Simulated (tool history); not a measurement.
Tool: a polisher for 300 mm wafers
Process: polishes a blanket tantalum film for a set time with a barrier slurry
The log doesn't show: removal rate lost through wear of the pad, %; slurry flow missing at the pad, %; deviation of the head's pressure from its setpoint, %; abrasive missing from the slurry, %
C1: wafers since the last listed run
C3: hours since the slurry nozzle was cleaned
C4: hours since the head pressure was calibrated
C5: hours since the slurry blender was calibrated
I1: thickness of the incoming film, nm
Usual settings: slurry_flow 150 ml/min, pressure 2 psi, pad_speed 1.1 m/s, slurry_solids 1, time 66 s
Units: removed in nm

run 1 day=0 | slurry_flow=165 pressure=2 pad_speed=1.1 slurry_solids=1 time=66 | C1=0 wafers_polished_on_this_pad=753 C3=705 C4=444.5 C5=95.3 | I1=350.3 | removed=137.1
-- day=0.446 worn pad replaced by a new one
run 2 day=0.708 | slurry_flow=165 pressure=2 pad_speed=1.1 slurry_solids=1 time=66 | C1=148 wafers_polished_on_this_pad=71 C3=722 C4=461.5 C5=112.3 | I1=343.7 | removed=133.2
run 3 day=1.25 | slurry_flow=150 pressure=2 pad_speed=1.1 slurry_solids=1 time=66 | C1=148 wafers_polished_on_this_pad=220 C3=735 C4=474.5 C5=125.3 | I1=353.5 | removed=129.7
run 4 day=1.892 | slurry_flow=150 pressure=2 pad_speed=1.1 slurry_solids=1 time=58 | C1=175 wafers_polished_on_this_pad=395 C3=750.4 C4=489.9 C5=140.7 | I1=349.9 | removed=115.4
run 5 day=2.354 | slurry_flow=150 pressure=2 pad_speed=1.1 slurry_solids=1 time=58 | C1=126 wafers_polished_on_this_pad=522 C3=761.5 C4=501 C5=151.8 | I1=350.4 | removed=115.3
run 6 day=3.075 | slurry_flow=150 pressure=2 pad_speed=1.1 slurry_solids=1 time=58 | C1=197 wafers_polished_on_this_pad=719 C3=778.8 C4=518.3 C5=169.1 | I1=349.6 | removed=117.7
-- day=3.471 slurry blender recalibrated
-- day=3.583 head pressure recalibrated
run 7 day=3.804 | slurry_flow=150 pressure=2 pad_speed=1.1 slurry_solids=1 time=66 | C1=154 wafers_polished_on_this_pad=873 C3=796.3 C4=5.3 C5=8 | I1=352.6 | removed=138.2
-- day=4.183 worn pad replaced by a new one
run 8 day=4.379 | slurry_flow=150 pressure=2 pad_speed=1.24 slurry_solids=1 time=66 | C1=111 wafers_polished_on_this_pad=53 C3=810.1 C4=19.1 C5=21.8 | I1=346.6 | removed=154.8
run 9 day=4.838 | slurry_flow=110 pressure=2.5 pad_speed=1.1 slurry_solids=1 time=66 | C1=125 wafers_polished_on_this_pad=178 C3=821.1 C4=30.1 C5=32.8 | I1=351.7 | removed=144.5
run 10 day=5.538 | slurry_flow=180 pressure=2 pad_speed=1.1 slurry_solids=1.1 time=75 | C1=191 wafers_polished_on_this_pad=370 C3=837.9 C4=46.9 C5=49.6 | I1=348.4 | removed=161.4
-- day=5.775 slurry nozzle cleaned
run 11 day=5.875 | slurry_flow=150 pressure=1.6 pad_speed=1.32 slurry_solids=1 time=66 | C1=81 wafers_polished_on_this_pad=451 C3=2.4 C4=55 C5=57.7 | I1=349.2 | removed=144.1
run 12 day=6.296 | slurry_flow=150 pressure=2 pad_speed=1.1 slurry_solids=1 time=66 | C1=115 wafers_polished_on_this_pad=566 C3=12.5 C4=65.1 C5=67.8 | I1=352.5 | removed=134.6
run 13 day=6.838 | slurry_flow=190 pressure=2 pad_speed=1.1 slurry_solids=1 time=66 | C1=148 wafers_polished_on_this_pad=715 C3=25.5 C4=78.1 C5=80.8 | I1=354.9 | removed=139
run 14 day=7.45 | slurry_flow=150 pressure=2 pad_speed=1.1 slurry_solids=1.1 time=66 | C1=167 wafers_polished_on_this_pad=883 C3=40.2 C4=92.8 C5=95.5 | I1=353.9 | removed=135.2

5 ways to go on from here, each from the tool as it stands after run 14. What would each give?
run A day=7.467 | slurry_flow=120 pressure=2 pad_speed=1.1 slurry_solids=1 time=66 | C1=4 wafers_polished_on_this_pad=887 C3=40.6 C4=93.2 C5=95.9 | I1=344.6 | removed=?
run B day=7.467 | slurry_flow=150 pressure=2 pad_speed=0.94 slurry_solids=1 time=66 | C1=4 wafers_polished_on_this_pad=887 C3=40.6 C4=93.2 C5=95.9 | I1=344.6 | removed=?
run C day=7.467 | slurry_flow=150 pressure=2 pad_speed=1.1 slurry_solids=1.25 time=66 | C1=4 wafers_polished_on_this_pad=887 C3=40.6 C4=93.2 C5=95.9 | I1=344.6 | removed=?
run D day=7.467 | slurry_flow=150 pressure=1.4 pad_speed=1.1 slurry_solids=1 time=66 | C1=4 wafers_polished_on_this_pad=887 C3=40.6 C4=93.2 C5=95.9 | I1=344.6 | removed=?
run E day=7.467 | slurry_flow=150 pressure=2 pad_speed=1.1 slurry_solids=1 time=79 | C1=4 wafers_polished_on_this_pad=887 C3=40.6 C4=93.2 C5=95.9 | I1=344.6 | removed=?

run=A removed=125.5
run=B removed=112.5
run=C removed=140.5
run=D removed=108
run=E removed=157.6
Without the tool's hidden state the same runs would have given:
run=A removed=133.3
run=B removed=119.5
run=C removed=147.9
run=D removed=114.7
run=E removed=167.4
